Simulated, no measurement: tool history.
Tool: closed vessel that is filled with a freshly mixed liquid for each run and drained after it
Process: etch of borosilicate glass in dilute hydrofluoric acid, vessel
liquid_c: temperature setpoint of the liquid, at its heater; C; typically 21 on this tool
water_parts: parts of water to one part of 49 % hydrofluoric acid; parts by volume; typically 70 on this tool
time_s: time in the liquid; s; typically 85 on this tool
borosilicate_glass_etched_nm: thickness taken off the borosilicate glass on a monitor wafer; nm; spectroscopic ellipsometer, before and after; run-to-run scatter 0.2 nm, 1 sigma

| run | day | liquid_c | water_parts | time_s | read-back film thickness of the borosilicate glass reference wafer, read on the same gauge (nm) | borosilicate_glass_etched_nm |
|---|---|---|---|---|---|---|
| 1 | 0 | 21 | 45 | 85 | 29.99 | 55.27 |
| 2 | 1.146 | 22 | 50 | 85 | 30.01 | 51.75 |
| 3 | 3.208 | 22 | 50 | 85 | 29.97 | 51.8 |
| 4 | 5.475 | 21 | 70 | 85 | 29.99 | 34.93 |
| 5 | 9.333 | 21 | 70 | 85 | 30.01 | 35.06 |
| 6 | 11.229 | 24 | 70 | 85 | 29.99 | 39.63 |
| 7 | 13.517 | 24 | 70 | 85 | 30.01 | 40.2 |
| 8 | 15.508 | 24 | 70 | 85 | 29.98 | 39.84 |
| 9 | 17.533 | 21 | 70 | 75 | 29.96 | 31.18 |
| 10 | 18.675 | 21 | 70 | 85 | 30 | 36.09 |
| 11 | 20.854 | 21 | 70 | 85 | 29.99 | 35.67 |
|  | 21.954 | thermometer replaced |
| 12 | 24.962 | 21 | 70 | 85 | 30.02 | 34.01 |
| 13 | 27.171 | 21 | 70 | 85 | 30 | 34.08 |
|  | 27.558 | gauge calibrated |
| 14 | 28.733 | 21 | 70 | 85 | 30.02 | 34.23 |
| 15 | 29.933 | 21 | 70 | 85 | 29.99 | 34.15 |
| 16 | 38.004 | 21 | 70 | 85 | 30.01 | 35.2 |
| 17 | 39.321 | 21 | 70 | 85 | 30.02 | 35.42 |
| 18 | 40.333 | 21 | 70 | 85 | 29.99 | 35.47 |
| 19 | 42.733 | 25 | 50 | 130 | 29.99 | 91.41 |
| 20 | 45.733 | 21 | 50 | 60 | 30.01 | 36.33 |
| 21 | 48.704 | 23 | 35 | 65 | 30 | 62.7 |
| 22 | 50.283 | 21 | 105 | 45 | 30 | 12.26 |
| 23 | 51.979 | 24.5 | 80 | 105 | 30.03 | 44.83 |
|  | 53.362 | hydrofluoric acid flow meter replaced |
| 24 | 53.738 | 23 | 70 | 85 | 30.03 | 37.82 |
| 25 | 56.342 | 23.5 | 60 | 105 | 29.95 | 57.01 |
| 26 | 59.008 | 18 | 45 | 40 | 29.99 | 23.8 |
|  | 59.475 | thermometer replaced |
| 27 | 61.108 | 21 | 70 | 85 | 29.97 | 33.39 |
| 28 | 62.129 | 21 | 70 | 40 | 30 | 15.69 |
| 29 | 68.704 | 21 | 55 | 85 | 29.97 | 44.09 |
| 30 | 71.371 | 26 | 40 | 35 | 29.99 | 31.5 |
| 31 | 73.517 | 24 | 40 | 100 | 29.97 | 82.87 |
| 32 | 74.7 | 23.5 | 70 | 85 | 29.99 | 38.19 |
| 33 | 76.629 | 21 | 70 | 85 | 29.97 | 34.57 |
| 34 | 78.071 | 19 | 40 | 85 | 30.02 | 57.89 |

Branching from run 34: 3 alternative next runs. What would each branch give?
| A | 78.1 | 25 | 70 | 85 | ? | ? |
| B | 78.1 | 19.5 | 70 | 85 | ? | ? |
| C | 78.1 | 22.5 | 100 | 70 | ? | ? |

| run | read-back film thickness of the borosilicate glass reference wafer, read on the same gauge (nm) | borosilicate_glass_etched_nm |
|---|---|---|
| A | 29.98 | 40.98 |
| B | 29.98 | 32.74 |
| C | 29.98 | 20.59 |
With the hidden condition removed and each run's random variation left untouched, the same runs would have given:
| run | borosilicate_glass_etched_nm |
|---|---|
| A | 38.98 |
| B | 31.09 |
| C | 19.57 |
